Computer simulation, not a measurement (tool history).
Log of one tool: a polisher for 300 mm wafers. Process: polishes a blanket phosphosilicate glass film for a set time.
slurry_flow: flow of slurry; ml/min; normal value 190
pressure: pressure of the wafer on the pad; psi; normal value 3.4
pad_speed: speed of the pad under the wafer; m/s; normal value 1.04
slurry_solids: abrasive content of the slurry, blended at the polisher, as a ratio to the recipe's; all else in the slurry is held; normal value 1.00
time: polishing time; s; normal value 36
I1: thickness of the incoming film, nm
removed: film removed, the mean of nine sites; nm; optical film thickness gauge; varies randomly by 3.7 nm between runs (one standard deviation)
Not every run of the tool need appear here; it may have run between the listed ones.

{"run": 1, "day": 0.0, "slurry_flow": 190, "pressure": 3.0, "pad_speed": 1.04, "slurry_solids": 1.0, "time": 36, "I1": 2400.3, "removed": 327.4}
{"run": 2, "day": 4.075, "slurry_flow": 190, "pressure": 3.4, "pad_speed": 1.04, "slurry_solids": 0.9, "time": 36, "I1": 2321.8, "removed": 332.1}
{"run": 3, "day": 7.217, "slurry_flow": 190, "pressure": 3.4, "pad_speed": 1.04, "slurry_solids": 0.9, "time": 36, "I1": 2319.7, "removed": 336.7}
{"day": 8.058, "done": "slurry blender recalibrated"}
{"run": 4, "day": 10.433, "slurry_flow": 190, "pressure": 3.4, "pad_speed": 1.04, "slurry_solids": 0.9, "time": 36, "I1": 2346.7, "removed": 326.5}
{"run": 5, "day": 13.583, "slurry_flow": 190, "pressure": 3.4, "pad_speed": 1.04, "slurry_solids": 1.0, "time": 36, "I1": 2312.9, "removed": 343.4}
{"day": 15.042, "done": "slurry nozzle cleaned"}
{"day": 15.75, "done": "worn pad replaced by a new one"}
{"run": 6, "day": 17.879, "slurry_flow": 190, "pressure": 3.4, "pad_speed": 1.04, "slurry_solids": 1.0, "time": 36, "I1": 2352.0, "removed": 364.0}
{"day": 19.929, "done": "conditioning disc replaced and pad reconditioned"}
{"run": 7, "day": 22.029, "slurry_flow": 190, "pressure": 3.4, "pad_speed": 1.04, "slurry_solids": 1.0, "time": 36, "I1": 2347.8, "removed": 346.0}
{"run": 8, "day": 24.625, "slurry_flow": 190, "pressure": 3.4, "pad_speed": 1.04, "slurry_solids": 1.0, "time": 36, "I1": 2335.0, "removed": 342.2}
{"run": 9, "day": 26.688, "slurry_flow": 190, "pressure": 2.7, "pad_speed": 1.04, "slurry_solids": 1.0, "time": 36, "I1": 2335.4, "removed": 302.3}
{"day": 27.762, "done": "slurry blender recalibrated"}
{"run": 10, "day": 30.921, "slurry_flow": 190, "pressure": 2.7, "pad_speed": 1.04, "slurry_solids": 1.0, "time": 36, "I1": 2322.2, "removed": 296.8}
{"run": 11, "day": 33.133, "slurry_flow": 190, "pressure": 4.6, "pad_speed": 1.04, "slurry_solids": 1.0, "time": 40, "I1": 2395.2, "removed": 459.4}
{"day": 34.238, "done": "slurry nozzle cleaned"}
{"day": 35.167, "done": "worn pad replaced by a new one"}
{"run": 12, "day": 37.442, "slurry_flow": 190, "pressure": 2.5, "pad_speed": 1.04, "slurry_solids": 1.0, "time": 36, "I1": 2363.4, "removed": 296.5}
{"day": 38.188, "done": "conditioning disc replaced and pad reconditioned"}
{"run": 13, "day": 39.679, "slurry_flow": 190, "pressure": 3.9, "pad_speed": 1.04, "slurry_solids": 1.0, "time": 24, "I1": 2308.1, "removed": 253.8}
{"run": 14, "day": 42.804, "slurry_flow": 240, "pressure": 3.4, "pad_speed": 1.34, "slurry_solids": 0.9, "time": 28, "I1": 2348.3, "removed": 323.7}
{"day": 45.929, "done": "head pressure recalibrated"}
{"day": 47.633, "done": "slurry blender recalibrated"}
{"run": 15, "day": 51.321, "slurry_flow": 230, "pressure": 4.0, "pad_speed": 1.14, "slurry_solids": 1.0, "time": 30, "I1": 2303.0, "removed": 338.9}
{"day": 54.017, "done": "worn pad replaced by a new one"}
{"day": 54.188, "done": "slurry nozzle cleaned"}
{"run": 16, "day": 55.125, "slurry_flow": 190, "pressure": 3.4, "pad_speed": 1.04, "slurry_solids": 1.0, "time": 36, "I1": 2364.3, "removed": 361.8}
{"run": 17, "day": 58.583, "slurry_flow": 250, "pressure": 3.4, "pad_speed": 1.26, "slurry_solids": 0.9, "time": 48, "I1": 2315.3, "removed": 540.0}
{"day": 58.788, "done": "conditioning disc replaced and pad reconditioned"}
{"run": 18, "day": 62.246, "slurry_flow": 190, "pressure": 3.4, "pad_speed": 1.04, "slurry_solids": 0.9, "time": 36, "I1": 2338.5, "removed": 339.0}
{"run": 19, "day": 64.062, "slurry_flow": 190, "pressure": 2.7, "pad_speed": 0.92, "slurry_solids": 1.0, "time": 36, "I1": 2360.1, "removed": 270.5}
{"run": 20, "day": 67.233, "slurry_flow": 190, "pressure": 2.6, "pad_speed": 0.9, "slurry_solids": 0.85, "time": 36, "I1": 2339.3, "removed": 246.7}
{"day": 68.042, "done": "slurry blender recalibrated"}
{"run": 21, "day": 69.521, "slurry_flow": 190, "pressure": 3.4, "pad_speed": 1.04, "slurry_solids": 1.2, "time": 36, "I1": 2348.2, "removed": 356.1}
{"day": 71.825, "done": "worn pad replaced by a new one"}
{"run": 22, "day": 72.042, "slurry_flow": 190, "pressure": 3.4, "pad_speed": 1.04, "slurry_solids": 1.0, "time": 42, "I1": 2365.4, "removed": 425.2}
{"day": 72.667, "done": "slurry nozzle cleaned"}
{"run": 23, "day": 73.967, "slurry_flow": 190, "pressure": 2.3, "pad_speed": 1.04, "slurry_solids": 1.0, "time": 36, "I1": 2350.9, "removed": 288.3}
{"run": 24, "day": 76.242, "slurry_flow": 190, "pressure": 4.0, "pad_speed": 0.7, "slurry_solids": 0.85, "time": 25, "I1": 2327.6, "removed": 192.1}
{"day": 78.1, "done": "conditioning disc replaced and pad reconditioned"}
{"run": 25, "day": 78.392, "slurry_flow": 190, "pressure": 3.4, "pad_speed": 1.04, "slurry_solids": 1.0, "time": 36, "I1": 2402.4, "removed": 348.3}
{"run": 26, "day": 80.508, "slurry_flow": 145, "pressure": 4.0, "pad_speed": 0.84, "slurry_solids": 1.0, "time": 29, "I1": 2345.7, "removed": 252.4}

Branching from run 26: 3 alternative next runs. What would each branch give?
{"run": "A", "day": 80.525, "slurry_flow": 190, "pressure": 3.4, "pad_speed": 1.04, "slurry_solids": 1.0, "time": 36, "I1": 2382.6, "removed": "?"}
{"run": "B", "day": 80.525, "slurry_flow": 190, "pressure": 3.4, "pad_speed": 1.04, "slurry_solids": 0.8, "time": 32, "I1": 2382.6, "removed": "?"}
{"run": "C", "day": 80.525, "slurry_flow": 255, "pressure": 4.2, "pad_speed": 0.84, "slurry_solids": 0.75, "time": 36, "I1": 2382.6, "removed": "?"}

run=A removed=345.6
run=B removed=292.0
run=C removed=322.5
Had the tool no hidden state, the same runs would have come out as:
run=A removed=370.4
run=B removed=313.0
run=C removed=345.7

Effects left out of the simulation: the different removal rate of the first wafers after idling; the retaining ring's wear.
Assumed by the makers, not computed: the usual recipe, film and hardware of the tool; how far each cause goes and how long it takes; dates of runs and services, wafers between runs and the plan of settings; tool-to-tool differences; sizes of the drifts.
